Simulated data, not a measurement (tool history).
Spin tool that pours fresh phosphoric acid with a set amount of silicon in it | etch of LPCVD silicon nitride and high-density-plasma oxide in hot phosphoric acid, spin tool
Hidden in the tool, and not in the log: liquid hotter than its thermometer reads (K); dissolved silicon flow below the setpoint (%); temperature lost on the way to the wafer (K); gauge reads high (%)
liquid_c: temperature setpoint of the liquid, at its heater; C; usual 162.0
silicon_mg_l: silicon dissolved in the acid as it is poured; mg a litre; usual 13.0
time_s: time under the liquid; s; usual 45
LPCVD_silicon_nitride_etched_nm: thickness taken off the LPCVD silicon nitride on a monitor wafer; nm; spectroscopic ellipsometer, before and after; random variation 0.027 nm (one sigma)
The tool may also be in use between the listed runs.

| run | hour | liquid_c | silicon_mg_l | time_s | wafers since the last listed run | hours since the thermometer was replaced | hours since the dissolved silicon flow meter was replaced | hours since the heated supply line was repaired | hours since the gauge calibration | read-back film thickness of the LPCVD silicon nitride reference wafer, read on the same gauge (nm) | LPCVD_silicon_nitride_etched_nm |
|---|---|---|---|---|---|---|---|---|---|---|---|
| 1 | 0.0 | 162.0 | 13.0 | 45 | 0 | 279.3 | 2088.8 | 1954.2 | 119.9 | 40.001 | 4.038 |
| 2 | 14.6 | 162.0 | 13.0 | 45 | 109 | 293.9 | 2103.4 | 1968.8 | 134.5 | 40.014 | 4.035 |
| 3 | 31.3 | 162.0 | 13.0 | 45 | 125 | 310.6 | 2120.1 | 1985.5 | 151.2 | 39.995 | 4.077 |
|  | 57.8 | gauge calibrated |
| 4 | 59.0 | 162.0 | 6.0 | 25 | 208 | 338.3 | 2147.8 | 2013.2 | 1.2 | 39.998 | 2.257 |
| 5 | 83.8 | 164.5 | 13.0 | 45 | 186 | 363.1 | 2172.6 | 2038.0 | 26.0 | 40.021 | 4.457 |
| 6 | 100.3 | 162.0 | 13.0 | 45 | 123 | 379.6 | 2189.1 | 2054.5 | 42.5 | 40.029 | 4.070 |
| 7 | 116.6 | 162.0 | 13.0 | 45 | 122 | 395.9 | 2205.4 | 2070.8 | 58.8 | 39.993 | 4.039 |
| 8 | 130.5 | 162.0 | 13.0 | 45 | 104 | 409.8 | 2219.3 | 2084.7 | 72.7 | 40.008 | 4.015 |
|  | 133.1 | dissolved silicon flow meter replaced |
| 9 | 162.6 | 165.0 | 4.5 | 30 | 233 | 441.9 | 29.5 | 2116.8 | 104.8 | 40.002 | 2.970 |
| 10 | 194.8 | 162.0 | 13.0 | 45 | 241 | 474.1 | 61.7 | 2149.0 | 137.0 | 39.994 | 4.015 |
|  | 203.7 | heated supply line repaired |
| 11 | 211.0 | 159.0 | 5.5 | 65 | 114 | 490.3 | 77.9 | 7.3 | 153.2 | 40.023 | 6.005 |
| 12 | 242.5 | 165.0 | 4.5 | 30 | 236 | 521.8 | 109.4 | 38.8 | 184.7 | 40.013 | 3.384 |
|  | 244.5 | thermometer replaced |
|  | 249.5 | gauge calibrated |
| 13 | 306.9 | 159.0 | 5.5 | 65 | 476 | 62.4 | 173.8 | 103.2 | 57.4 | 39.992 | 5.930 |
| 14 | 327.6 | 162.0 | 22.5 | 30 | 155 | 83.1 | 194.5 | 123.9 | 78.1 | 39.984 | 3.048 |
| 15 | 340.2 | 161.0 | 13.0 | 60 | 94 | 95.7 | 207.1 | 136.5 | 90.7 | 40.009 | 5.823 |
| 16 | 354.0 | 160.0 | 2.5 | 60 | 103 | 109.5 | 220.9 | 150.3 | 104.5 | 40.006 | 5.654 |

Forecast each of these 4 alternatives for the next run:
| A | 354.4 | 162.0 | 13.0 | 45 | 3 | 109.9 | 221.3 | 150.7 | 104.9 | ? | ? |
| B | 354.4 | 160.5 | 5.0 | 65 | 3 | 109.9 | 221.3 | 150.7 | 104.9 | ? | ? |
| C | 354.4 | 159.0 | 13.0 | 45 | 3 | 109.9 | 221.3 | 150.7 | 104.9 | ? | ? |
| D | 354.4 | 159.5 | 17.0 | 65 | 3 | 109.9 | 221.3 | 150.7 | 104.9 | ? | ? |

| run | read-back film thickness of the LPCVD silicon nitride reference wafer, read on the same gauge (nm) | LPCVD_silicon_nitride_etched_nm |
|---|---|---|
| A | 40.010 | 4.537 |
| B | 40.010 | 6.233 |
| C | 40.010 | 4.102 |
| D | 40.010 | 6.027 |
Without the tool's hidden state the same runs would have given:
| run | LPCVD_silicon_nitride_etched_nm |
|---|---|
| A | 4.609 |
| B | 6.332 |
| C | 4.168 |
| D | 6.123 |

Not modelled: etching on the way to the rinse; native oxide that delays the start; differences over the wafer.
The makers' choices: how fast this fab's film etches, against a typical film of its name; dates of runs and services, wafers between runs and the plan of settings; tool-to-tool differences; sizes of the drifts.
